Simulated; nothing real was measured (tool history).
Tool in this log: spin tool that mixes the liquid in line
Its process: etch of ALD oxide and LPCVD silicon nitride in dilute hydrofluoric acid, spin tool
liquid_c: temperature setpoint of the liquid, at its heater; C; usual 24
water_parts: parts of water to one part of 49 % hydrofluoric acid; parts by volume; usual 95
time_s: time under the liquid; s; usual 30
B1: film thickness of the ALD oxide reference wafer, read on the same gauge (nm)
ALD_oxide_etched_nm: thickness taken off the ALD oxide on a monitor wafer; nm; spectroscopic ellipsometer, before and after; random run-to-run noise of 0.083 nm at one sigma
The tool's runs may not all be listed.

Run 1, hour 0: usual settings; B1 90.03. Result: ALD_oxide_etched_nm 10.12 nm.
Run 2, hour 29.3: usual settings; B1 89.99. Result: ALD_oxide_etched_nm 10.4 nm.
At hour 67.3: hydrofluoric acid flow meter replaced.
Run 3, hour 69.8: usual settings; B1 90.05. Result: ALD_oxide_etched_nm 10.31 nm.
Run 4, hour 138.2: usual settings; B1 90.07. Result: ALD_oxide_etched_nm 10.33 nm.
At hour 214.2: thermometer replaced.
At hour 322.2: gauge calibrated.
Run 5, hour 334.6: usual settings; B1 90. Result: ALD_oxide_etched_nm 9.82 nm.
Run 6, hour 393.9: usual settings; B1 90.01. Result: ALD_oxide_etched_nm 9.82 nm.
Run 7, hour 432.3: usual settings but water_parts 55 parts by volume; B1 89.99. Result: ALD_oxide_etched_nm 17.85 nm.
Run 8, hour 482.5: usual settings but water_parts 55 parts by volume; B1 90.07. Result: ALD_oxide_etched_nm 18.03 nm.
At hour 535.2: hydrofluoric acid flow meter replaced.
Run 9, hour 555.5: usual settings but time_s 15 s; B1 89.96. Result: ALD_oxide_etched_nm 5.07 nm.
Run 10, hour 592.6: usual settings; B1 90.01. Result: ALD_oxide_etched_nm 10.05 nm.
Run 11, hour 649.4: usual settings but liquid_c 28.5 C, water_parts 65 parts by volume, time_s 15 s; B1 90.01. Result: ALD_oxide_etched_nm 9.26 nm.
Run 12, hour 706.9: usual settings but liquid_c 26.5 C, water_parts 65 parts by volume, time_s 15 s; B1 89.98. Result: ALD_oxide_etched_nm 8.66 nm.
Run 13, hour 753.1: usual settings but time_s 20 s; B1 90.06. Result: ALD_oxide_etched_nm 6.93 nm.
Run 14, hour 785.5: usual settings but liquid_c 20 C; B1 89.99. Result: ALD_oxide_etched_nm 8.99 nm.
At hour 836.8: thermometer replaced.
Run 15, hour 854.9: usual settings but liquid_c 26.5 C; B1 90. Result: ALD_oxide_etched_nm 10.31 nm.
Run 16, hour 895.7: usual settings but liquid_c 26 C, water_parts 135 parts by volume, time_s 40 s; B1 89.97. Result: ALD_oxide_etched_nm 9.05 nm.
At hour 927.7: hydrofluoric acid flow meter replaced.
Run 17, hour 965.4: usual settings; B1 90. Result: ALD_oxide_etched_nm 9.49 nm.
Run 18, hour 1010.8: usual settings; B1 90.01. Result: ALD_oxide_etched_nm 9.69 nm.
Run 19, hour 1155.7: usual settings but liquid_c 22.5 C, water_parts 65 parts by volume, time_s 40 s; B1 90. Result: ALD_oxide_etched_nm 18.95 nm.
Run 20, hour 1202.7: usual settings but liquid_c 29 C, time_s 40 s; B1 90.02. Result: ALD_oxide_etched_nm 16.35 nm.
Run 21, hour 1260.1: usual settings but liquid_c 21.5 C; B1 90. Result: ALD_oxide_etched_nm 9.17 nm.
Run 22, hour 1326.7: usual settings but liquid_c 19.5 C; B1 90.01. Result: ALD_oxide_etched_nm 8.54 nm.
At hour 1369.8: hydrofluoric acid flow meter replaced.
At hour 1377.6: thermometer replaced.
Run 23, hour 1380.5: usual settings but liquid_c 28.5 C, water_parts 60 parts by volume; B1 89.98. Result: ALD_oxide_etched_nm 18.58 nm.
Run 24, hour 1547.3: usual settings; B1 90.04. Result: ALD_oxide_etched_nm 9.7 nm.
Run 25, hour 1580.6: usual settings but liquid_c 21.5 C, water_parts 45 parts by volume; B1 89.98. Result: ALD_oxide_etched_nm 20.09 nm.

What if the next run were any one of these 5? Each begins from the tool's condition after run 25:
Run A, hour 1581: usual settings but water_parts 60 parts by volume; B1 ?. Result: ALD_oxide_etched_nm ?.
Run B, hour 1581: usual settings but water_parts 70 parts by volume, time_s 35 s; B1 ?. Result: ALD_oxide_etched_nm ?.
Run C, hour 1581: usual settings but liquid_c 22.5 C, water_parts 130 parts by volume, time_s 15 s; B1 ?. Result: ALD_oxide_etched_nm ?.
Run D, hour 1581: usual settings but time_s 25 s; B1 ?. Result: ALD_oxide_etched_nm ?.
Run E, hour 1581: usual settings but liquid_c 27.5 C, water_parts 75 parts by volume, time_s 20 s; B1 ?. Result: ALD_oxide_etched_nm ?.

run     B1  ALD_oxide_etched_nm
  A  90.05                16.02
  B  90.05                15.81
  C  90.05                 3.19
  D  90.05                 8.05
  E  90.05                 9.61
With no hidden state in the tool, these same runs would have given:
run  ALD_oxide_etched_nm
  A                 15.4
  B                15.21
  C                 3.07
  D                 7.75
  E                 9.26

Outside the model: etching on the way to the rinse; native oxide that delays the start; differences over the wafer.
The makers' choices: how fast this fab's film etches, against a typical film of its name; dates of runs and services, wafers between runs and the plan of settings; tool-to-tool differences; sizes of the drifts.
